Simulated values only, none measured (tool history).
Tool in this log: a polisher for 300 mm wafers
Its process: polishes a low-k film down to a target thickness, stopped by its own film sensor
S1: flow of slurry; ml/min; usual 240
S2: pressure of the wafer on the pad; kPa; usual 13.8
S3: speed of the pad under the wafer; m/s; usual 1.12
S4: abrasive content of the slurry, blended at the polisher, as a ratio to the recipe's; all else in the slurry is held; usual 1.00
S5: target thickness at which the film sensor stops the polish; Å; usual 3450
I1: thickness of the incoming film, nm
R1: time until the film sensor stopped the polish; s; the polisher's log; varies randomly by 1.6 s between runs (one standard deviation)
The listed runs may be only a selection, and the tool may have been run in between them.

| run | hour | S1 | S2 | S3 | S4 | S5 | I1 | R1 |
|---|---|---|---|---|---|---|---|---|
| 1 | 0.0 | 215 | 13.8 | 1.12 | 1.00 | 3450 | 411.6 | 131.0 |
|  | 47.2 | conditioning disc replaced and pad reconditioned |
| 2 | 68.9 | 215 | 13.8 | 1.12 | 1.00 | 3450 | 405.7 | 118.1 |
|  | 110.2 | head pressure recalibrated |
|  | 200.0 | worn pad replaced by a new one |
| 3 | 221.3 | 205 | 13.8 | 1.12 | 1.00 | 3360 | 409.6 | 145.7 |
| 4 | 250.0 | 240 | 13.8 | 1.12 | 1.15 | 3450 | 409.4 | 117.6 |
| 5 | 302.5 | 240 | 13.8 | 1.12 | 1.00 | 3450 | 405.5 | 122.9 |
| 6 | 333.7 | 180 | 13.8 | 1.34 | 1.00 | 3450 | 402.1 | 111.6 |
|  | 385.3 | slurry blender recalibrated |
|  | 413.7 | slurry nozzle cleaned |
| 7 | 422.0 | 175 | 13.8 | 1.38 | 1.00 | 3450 | 407.9 | 115.6 |
| 8 | 493.8 | 240 | 13.8 | 1.12 | 1.00 | 3450 | 408.9 | 121.0 |
| 9 | 529.6 | 170 | 13.8 | 1.12 | 1.00 | 3450 | 415.0 | 141.3 |
|  | 562.3 | conditioning disc replaced and pad reconditioned |
| 10 | 595.5 | 240 | 13.8 | 0.98 | 0.90 | 3450 | 408.0 | 136.3 |
| 11 | 635.0 | 275 | 13.8 | 0.76 | 0.85 | 3680 | 407.2 | 98.8 |
|  | 660.0 | head pressure recalibrated |
| 12 | 682.4 | 240 | 16.5 | 1.12 | 1.00 | 3450 | 403.6 | 98.4 |
|  | 714.9 | worn pad replaced by a new one |
| 13 | 722.3 | 240 | 15.2 | 1.12 | 0.80 | 3260 | 412.5 | 182.6 |
| 14 | 765.3 | 240 | 13.8 | 0.98 | 1.00 | 3450 | 411.2 | 143.7 |
| 15 | 807.4 | 240 | 13.8 | 1.12 | 1.00 | 3450 | 410.4 | 133.7 |
| 16 | 840.0 | 240 | 13.8 | 1.12 | 1.30 | 3450 | 412.5 | 121.3 |
|  | 885.8 | slurry blender recalibrated |
| 17 | 909.3 | 240 | 13.8 | 0.98 | 0.90 | 3450 | 404.5 | 131.7 |
| 18 | 942.0 | 240 | 13.8 | 1.12 | 0.85 | 3450 | 413.5 | 148.4 |
|  | 993.6 | slurry nozzle cleaned |
| 19 | 1011.7 | 240 | 13.8 | 1.12 | 1.00 | 3450 | 407.7 | 120.1 |
|  | 1025.7 | conditioning disc replaced and pad reconditioned |
| 20 | 1072.8 | 240 | 13.8 | 1.12 | 1.00 | 3450 | 405.6 | 118.7 |
| 21 | 1133.4 | 285 | 13.8 | 1.48 | 1.00 | 3510 | 408.8 | 96.0 |
|  | 1175.3 | worn pad replaced by a new one |
| 22 | 1175.8 | 175 | 13.8 | 1.42 | 0.90 | 3620 | 412.5 | 101.6 |
|  | 1186.2 | head pressure recalibrated |
| 23 | 1202.3 | 165 | 16.5 | 1.12 | 0.70 | 3530 | 411.3 | 130.8 |
| 24 | 1252.2 | 240 | 12.4 | 1.12 | 1.00 | 3450 | 401.3 | 124.5 |

Each row is a separate what-if for the run after 24, all from the same tool condition, not one after another. Results?
| A | 1252.7 | 240 | 13.8 | 1.12 | 1.00 | 3450 | 414.2 | ? |
| B | 1252.7 | 170 | 13.8 | 1.12 | 1.00 | 3370 | 414.2 | ? |
| C | 1252.7 | 240 | 15.9 | 1.12 | 1.00 | 3370 | 414.2 | ? |
| D | 1252.7 | 215 | 13.8 | 1.12 | 1.15 | 3450 | 414.2 | ? |
| E | 1252.7 | 165 | 13.8 | 1.12 | 1.00 | 3450 | 414.2 | ? |

| run | R1 |
|---|---|
| A | 138.4 |
| B | 162.6 |
| C | 134.2 |
| D | 129.6 |
| E | 146.6 |
Without the tool's unlogged condition, the same runs would have read:
| run | R1 |
|---|---|
| A | 131.6 |
| B | 154.7 |
| C | 127.7 |
| D | 123.9 |
| E | 139.4 |
